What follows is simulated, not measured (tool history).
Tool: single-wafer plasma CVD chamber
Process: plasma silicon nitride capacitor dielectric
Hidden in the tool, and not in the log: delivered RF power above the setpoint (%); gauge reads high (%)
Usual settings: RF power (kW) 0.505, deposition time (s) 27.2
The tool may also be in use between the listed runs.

| run | day | RF power (kW) | deposition time (s) | wafers since the last listed run | hours since the last RF generator calibration | hours since the showerhead was replaced | hours since the gauge calibration | read-back reference wafer on the same gauge, thickness_nm | mean film thickness on the monitor wafer (angstrom) |
|---|---|---|---|---|---|---|---|---|---|
| 1 | 0 | 0.505 | 27.2 | 0 | 1409 | 6345.2 | 532.3 | 45.697 | 392.39 |
| 2 | 1.775 | 0.505 | 27.2 | 824 | 1451.6 | 6387.8 | 574.9 | 45.705 | 392.75 |
| 3 | 3.012 | 0.505 | 27.2 | 575 | 1481.3 | 6417.5 | 604.6 | 45.556 | 392.43 |
| 4 | 4.521 | 0.505 | 27.2 | 701 | 1517.5 | 6453.7 | 640.8 | 45.588 | 393.15 |
| 5 | 6.738 | 0.505 | 27.2 | 1030 | 1570.7 | 6506.9 | 694 | 45.708 | 390.89 |
| 6 | 8.746 | 0.505 | 27.2 | 933 | 1618.9 | 6555.1 | 742.2 | 45.718 | 391.29 |
| 7 | 11.071 | 0.505 | 27.2 | 1080 | 1674.7 | 6610.9 | 798 | 45.774 | 390.53 |
|  | 11.842 | RF generator calibrated |
|  | 11.946 | gauge calibrated |
| 8 | 13.721 | 0.505 | 27.2 | 1076 | 45.1 | 6674.5 | 42.6 | 44.725 | 385.46 |
| 9 | 15.317 | 0.505 | 30 | 741 | 83.4 | 6712.8 | 80.9 | 44.835 | 424.2 |
| 10 | 17.892 | 0.47 | 24.2 | 1196 | 145.2 | 6774.6 | 142.7 | 45.106 | 339.67 |
|  | 18.9 | showerhead replaced |
| 11 | 20.408 | 0.505 | 27.2 | 1014 | 205.6 | 36.2 | 203.1 | 45.224 | 387.34 |
| 12 | 21.708 | 0.47 | 22 | 604 | 236.8 | 67.4 | 234.3 | 45.263 | 311.87 |
| 13 | 22.842 | 0.54 | 27.2 | 526 | 264 | 94.6 | 261.5 | 45.46 | 396.45 |
| 14 | 24.558 | 0.6 | 29.1 | 797 | 305.2 | 135.8 | 302.7 | 45.337 | 437.49 |
| 15 | 27.542 | 0.46 | 27.2 | 1386 | 376.8 | 207.4 | 374.3 | 45.577 | 384.24 |
| 16 | 28.612 | 0.535 | 23.7 | 497 | 402.5 | 233.1 | 400 | 45.696 | 347.59 |
| 17 | 31.175 | 0.505 | 22.4 | 1190 | 464 | 294.6 | 461.5 | 45.608 | 319.66 |
| 18 | 33.529 | 0.505 | 27.2 | 1094 | 520.5 | 351.1 | 518 | 45.711 | 394.64 |
| 19 | 36.167 | 0.535 | 23.7 | 1225 | 583.8 | 414.4 | 581.3 | 45.674 | 346.93 |

The tool's hidden state at each run:
delivered RF power above the setpoint (%): 0 in every run
H1: gauge reads high (%)
| run | H1 |
|---|---|
| 1 | 2.05 |
| 2 | 2.11 |
| 3 | 2.15 |
| 4 | 2.19 |
| 5 | 2.24 |
| 6 | 2.27 |
| 7 | 2.31 |
| 8 | 0.223 |
| 9 | 0.529 |
| 10 | 0.943 |
| 11 | 1.27 |
| 12 | 1.41 |
| 13 | 1.52 |
| 14 | 1.67 |
| 15 | 1.89 |
| 16 | 1.95 |
| 17 | 2.08 |
| 18 | 2.18 |
| 19 | 2.27 |

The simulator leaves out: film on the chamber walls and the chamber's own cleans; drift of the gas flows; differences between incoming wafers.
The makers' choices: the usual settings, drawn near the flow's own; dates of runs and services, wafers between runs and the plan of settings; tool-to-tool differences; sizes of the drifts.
